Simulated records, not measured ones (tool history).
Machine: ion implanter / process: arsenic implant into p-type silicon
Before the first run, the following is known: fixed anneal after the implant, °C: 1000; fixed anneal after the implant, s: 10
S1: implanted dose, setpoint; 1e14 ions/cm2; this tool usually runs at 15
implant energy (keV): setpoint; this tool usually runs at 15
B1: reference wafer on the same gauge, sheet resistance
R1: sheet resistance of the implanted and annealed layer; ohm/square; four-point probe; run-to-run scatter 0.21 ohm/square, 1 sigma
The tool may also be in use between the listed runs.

{"run": 1, "hour": 0.0, "S1": 15, "implant energy (keV)": 15, "B1": 124.99, "R1": 141.4}
{"hour": 5.6, "done": "gauge calibrated"}
{"run": 2, "hour": 91.3, "S1": 15, "implant energy (keV)": 18, "B1": 125.02, "R1": 132.2}
{"run": 3, "hour": 117.7, "S1": 15, "implant energy (keV)": 15, "B1": 125.01, "R1": 141.24}
{"run": 4, "hour": 143.4, "S1": 15, "implant energy (keV)": 15, "B1": 124.95, "R1": 141.38}
{"run": 5, "hour": 155.5, "S1": 15, "implant energy (keV)": 15, "B1": 125.03, "R1": 141.57}
{"run": 6, "hour": 183.6, "S1": 15, "implant energy (keV)": 13, "B1": 124.97, "R1": 147.84}
{"run": 7, "hour": 206.9, "S1": 15, "implant energy (keV)": 13, "B1": 124.98, "R1": 148.17}
{"run": 8, "hour": 242.2, "S1": 15, "implant energy (keV)": 15, "B1": 124.97, "R1": 141.58}
{"run": 9, "hour": 272.0, "S1": 15, "implant energy (keV)": 15, "B1": 125.01, "R1": 141.64}
{"run": 10, "hour": 299.7, "S1": 15, "implant energy (keV)": 15, "B1": 125, "R1": 141.5}
{"run": 11, "hour": 319.8, "S1": 15, "implant energy (keV)": 15, "B1": 125.02, "R1": 141.71}
{"run": 12, "hour": 335.3, "S1": 15, "implant energy (keV)": 15, "B1": 125.03, "R1": 141.7}
{"run": 13, "hour": 354.0, "S1": 13.86, "implant energy (keV)": 15, "B1": 124.96, "R1": 144.09}
{"run": 14, "hour": 373.7, "S1": 13.86, "implant energy (keV)": 15, "B1": 125, "R1": 144.44}
{"run": 15, "hour": 391.9, "S1": 13.86, "implant energy (keV)": 15, "B1": 124.99, "R1": 144.24}
{"run": 16, "hour": 427.2, "S1": 15, "implant energy (keV)": 15, "B1": 125.02, "R1": 141.65}
{"run": 17, "hour": 454.1, "S1": 15, "implant energy (keV)": 15, "B1": 125, "R1": 142.08}
{"run": 18, "hour": 477.8, "S1": 12.68, "implant energy (keV)": 15, "B1": 125, "R1": 147.85}
{"run": 19, "hour": 507.1, "S1": 15, "implant energy (keV)": 15, "B1": 124.99, "R1": 142.38}
{"run": 20, "hour": 528.5, "S1": 17.54, "implant energy (keV)": 10.5, "B1": 125.01, "R1": 153.88}
{"run": 21, "hour": 547.7, "S1": 15, "implant energy (keV)": 17, "B1": 125.01, "R1": 136.71}
{"hour": 565.7, "done": "gauge calibrated"}
{"run": 22, "hour": 576.9, "S1": 16.36, "implant energy (keV)": 15, "B1": 125.02, "R1": 139.9}
{"hour": 585.3, "done": "extraction supply calibrated"}
{"hour": 595.9, "done": "Faraday cup replaced and dose calibrated"}
{"run": 23, "hour": 596.4, "S1": 19.5, "implant energy (keV)": 13.5, "B1": 125.01, "R1": 139.79}
{"run": 24, "hour": 618.9, "S1": 16.4, "implant energy (keV)": 12.5, "B1": 125.04, "R1": 147.12}
{"run": 25, "hour": 646.7, "S1": 13.06, "implant energy (keV)": 15, "B1": 124.99, "R1": 145.15}
{"run": 26, "hour": 669.7, "S1": 18, "implant energy (keV)": 10, "B1": 124.96, "R1": 154.24}
{"run": 27, "hour": 682.2, "S1": 13.15, "implant energy (keV)": 20, "B1": 124.94, "R1": 130.22}
{"run": 28, "hour": 708.9, "S1": 15, "implant energy (keV)": 15, "B1": 125.04, "R1": 140.86}
{"run": 29, "hour": 739.6, "S1": 19.22, "implant energy (keV)": 10, "B1": 125, "R1": 152.23}
{"run": 30, "hour": 765.4, "S1": 11.42, "implant energy (keV)": 17.5, "B1": 125, "R1": 143.29}
{"run": 31, "hour": 799.9, "S1": 15, "implant energy (keV)": 19, "B1": 125, "R1": 128.83}
{"run": 32, "hour": 821.1, "S1": 11.44, "implant energy (keV)": 12, "B1": 124.97, "R1": 160.72}
{"run": 33, "hour": 851.9, "S1": 11.4, "implant energy (keV)": 15, "B1": 124.98, "R1": 150.87}
{"run": 34, "hour": 876.0, "S1": 16.77, "implant energy (keV)": 12.5, "B1": 125.01, "R1": 146.37}
{"run": 35, "hour": 910.8, "S1": 16.25, "implant energy (keV)": 19, "B1": 124.99, "R1": 126.68}
{"run": 36, "hour": 944.1, "S1": 15, "implant energy (keV)": 15, "B1": 124.98, "R1": 141.06}
{"run": 37, "hour": 967.8, "S1": 13.46, "implant energy (keV)": 18, "B1": 124.97, "R1": 135.17}

Exercise: give the hidden state of the tool at every run:
deviation of the true energy from its setpoint, %: 0 across all the runs
gauge reads high (%): 0 across all the runs
H1: deviation of the true dose from the Faraday cup's reading, %
run=1 H1=-0.46
run=2 H1=-0.947
run=3 H1=-1.11
run=4 H1=-1.28
run=5 H1=-1.36
run=6 H1=-1.56
run=7 H1=-1.73
run=8 H1=-2.01
run=9 H1=-2.26
run=10 H1=-2.5
run=11 H1=-2.69
run=12 H1=-2.83
run=13 H1=-3.01
run=14 H1=-3.2
run=15 H1=-3.39
run=16 H1=-3.76
run=17 H1=-4.05
run=18 H1=-4.32
run=19 H1=-4.66
run=20 H1=-4.92
run=21 H1=-5.16
run=22 H1=-5.53
run=23 H1=0.659
run=24 H1=0.655
run=25 H1=0.641
run=26 H1=0.62
run=27 H1=0.606
run=28 H1=0.568
run=29 H1=0.513
run=30 H1=0.455
run=31 H1=0.364
run=32 H1=0.299
run=33 H1=0.194
run=34 H1=0.102
run=35 H1=-0.0446
run=36 H1=-0.201
run=37 H1=-0.322
